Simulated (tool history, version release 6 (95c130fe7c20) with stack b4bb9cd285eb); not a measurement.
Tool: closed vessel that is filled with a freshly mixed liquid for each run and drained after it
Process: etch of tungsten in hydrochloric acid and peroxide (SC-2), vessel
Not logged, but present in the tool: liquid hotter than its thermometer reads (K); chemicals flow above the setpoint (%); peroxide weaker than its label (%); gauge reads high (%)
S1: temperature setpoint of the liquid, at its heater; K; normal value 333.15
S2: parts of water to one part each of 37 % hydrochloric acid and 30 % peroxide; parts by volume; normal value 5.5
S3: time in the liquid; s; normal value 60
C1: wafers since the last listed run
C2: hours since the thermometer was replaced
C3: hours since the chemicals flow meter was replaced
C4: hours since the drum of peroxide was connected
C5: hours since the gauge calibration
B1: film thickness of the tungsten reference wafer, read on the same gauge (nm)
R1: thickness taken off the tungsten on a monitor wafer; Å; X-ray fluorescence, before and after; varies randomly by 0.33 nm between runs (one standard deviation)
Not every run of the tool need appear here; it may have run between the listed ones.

run	hour	S1	S2	S3	C1	C2	C3	C4	C5	B1	R1
1	0.0	333.15	5.5	60	0	233.3	897.0	267.9	529.2	39.99	392.9
2	72.8	333.15	5.5	60	6726	306.1	969.8	340.7	602.0	39.99	395.0
3	135.3	333.15	5.5	60	5774	368.6	1032.3	403.2	664.5	40.00	387.3
4	211.6	333.15	6.0	60	7050	444.9	1108.6	479.5	740.8	39.99	377.4
5	281.7	333.15	5.5	60	6477	515.0	1178.7	549.6	810.9	39.99	393.0
6	360.8	333.15	4.0	35	7308	594.1	1257.8	628.7	890.0	40.00	288.2
# hour 391.8: gauge calibrated
7	402.9	333.15	4.0	35	3890	636.2	1299.9	670.8	11.1	39.96	290.9
# hour 445.0: new drum of peroxide connected
8	473.6	333.15	5.5	40	6440	706.9	1370.6	28.6	81.8	39.98	266.0
9	577.2	341.15	5.5	75	9572	810.5	1474.2	132.2	185.4	39.98	830.5
10	653.9	333.15	4.0	60	7087	887.2	1550.9	208.9	262.1	40.01	501.3
11	713.7	333.15	4.0	60	5525	947.0	1610.7	268.7	321.9	40.01	506.6
12	797.5	338.65	4.5	40	7743	1030.8	1694.5	352.5	405.7	40.02	427.8
13	898.1	333.15	7.5	75	9295	1131.4	1795.1	453.1	506.3	39.98	405.4
# hour 925.4: chemicals flow meter replaced
14	965.0	323.15	5.5	75	6089	1198.3	39.6	520.0	573.2	40.01	249.3
15	1065.3	333.15	5.5	60	9267	1298.6	139.9	620.3	673.5	40.03	381.2
16	1145.9	325.65	7.5	30	7447	1379.2	220.5	700.9	754.1	39.99	94.2
# hour 1191.0: thermometer replaced
17	1194.6	333.15	5.5	60	4407	3.6	269.2	749.6	802.8	40.02	389.6
# hour 1221.5: gauge calibrated
# hour 1239.5: new drum of peroxide connected
18	1277.8	333.15	8.5	60	7595	86.8	352.4	38.3	56.3	39.99	279.9
19	1327.3	323.15	8.0	40	4573	136.3	401.9	87.8	105.8	40.01	101.4
20	1532.9	337.65	4.0	75	18997	341.9	607.5	293.4	311.4	40.01	823.5
21	1583.9	333.15	5.5	60	4712	392.9	658.5	344.4	362.4	39.99	397.1
22	1684.5	333.15	4.0	40	9295	493.5	759.1	445.0	463.0	39.99	328.8

Take each entry between the runs: how does the hidden state at the last listed run before it differ from the hidden state at the first listed run after it?
Between runs 6 and 7: gauge calibrated (hour 391.8)
  chemicals flow above the setpoint (%): 8.17 -> 8.41
  difference, measured minus the result without the unlogged condition, R1: +14.5 -> +15.0 Å
Between runs 7 and 8: new drum of peroxide connected (hour 445.0)
  chemicals flow above the setpoint (%): 8.41 -> 8.83
  difference, measured minus the result without the unlogged condition, R1: +15.0 -> +15.8 Å
Between runs 13 and 14: chemicals flow meter replaced (hour 925.4)
  chemicals flow above the setpoint (%): 11.3 -> 2.22
  difference, measured minus the result without the unlogged condition, R1: +32.5 -> +3.9 Å
Between runs 16 and 17: thermometer replaced (hour 1191.0)
  chemicals flow above the setpoint (%): 3.27 -> 3.56
  difference, measured minus the result without the unlogged condition, R1: +2.4 -> +9.9 Å
Between runs 17 and 18: gauge calibrated (hour 1221.5); new drum of peroxide connected (hour 1239.5)
  chemicals flow above the setpoint (%): 3.56 -> 4.04
  difference, measured minus the result without the unlogged condition, R1: +9.9 -> +8.7 Å
